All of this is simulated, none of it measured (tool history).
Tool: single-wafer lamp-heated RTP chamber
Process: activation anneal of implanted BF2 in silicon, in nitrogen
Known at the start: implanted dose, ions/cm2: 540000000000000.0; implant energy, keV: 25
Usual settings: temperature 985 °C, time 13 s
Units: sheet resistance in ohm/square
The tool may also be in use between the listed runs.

run,hour,temperature,time,"read-back reference wafer on the same gauge, sheet resistance",sheet resistance
1,0,973,13,224.05,279.26
2,44.2,973,13,223.77,278.9
3,77.9,973,13,224.27,278.64
4,107.7,985,13,224.05,267.98
# hour 134: pyrometer window cleaned and pyrometer calibrated
5,165.8,985,13,224.08,267.27
6,229.8,985,13,223.66,267.87
7,277.4,985,19,223.91,263.32
8,311.4,985,19,224.19,264.92
9,367.4,985,19,223.79,264.75
10,402.9,985,18,224.09,264.71
# hour 440.1: reflector plate cleaned
11,563.4,975,13,224.01,275.81
12,617.9,985,13,224.31,267.45
# hour 663.1: pyrometer window cleaned and pyrometer calibrated
13,663.6,985,13,223.8,267.46
14,722.1,1013,8,224.01,257.24
15,792.4,985,7,224.01,274.71
16,849.6,985,13,224.01,267.62
17,882,958,9,223.99,301.05
18,936.6,1011,10,223.99,254.48
19,981.1,1003,13,223.92,256.99
20,1010.3,972,15,224.11,277.35
# hour 1040.3: reflector plate cleaned
21,1047.4,971,20,224.12,274.85
22,1096,985,13,224,267.68
# hour 1148.7: pyrometer window cleaned and pyrometer calibrated
23,1168.6,985,20,224.03,263.66
24,1195.9,967,13,223.92,285.12
25,1228.1,975,20,223.92,269.77
26,1262.9,985,13,223.92,266.94
27,1313.2,993,16,224.04,260.66
# hour 1437.5: gauge calibrated
28,1526.6,964,15,224.11,287.26
29,1572.3,956,13,224.07,299.19
# hour 1625.9: pyrometer window cleaned and pyrometer calibrated
30,1626.4,955,13,223.81,300.99
31,1661.1,985,13,223.88,267.06
# hour 1671.5: reflector plate cleaned
32,1707.4,1006,21,223.66,251.54
33,1768,963,9,224.23,293.74
34,1824.9,996,6,224.44,267.22
35,1851.4,985,13,224.26,267.29
36,1892.4,961,13,224.1,292
37,1960.4,958,7,224.02,302.44
38,2008.7,999,11,223.97,260.17

Forecast each of these 3 alternatives for the next run:
A,2009.1,985,6,?,?
B,2009.1,962,9,?,?
C,2009.1,974,13,?,?

run,"read-back reference wafer on the same gauge, sheet resistance",sheet resistance
A,223.9,276.38
B,223.9,297.48
C,223.9,279.19
Without the tool's hidden state the same runs would have given:
run,sheet resistance
A,276.38
B,297.48
C,279.19
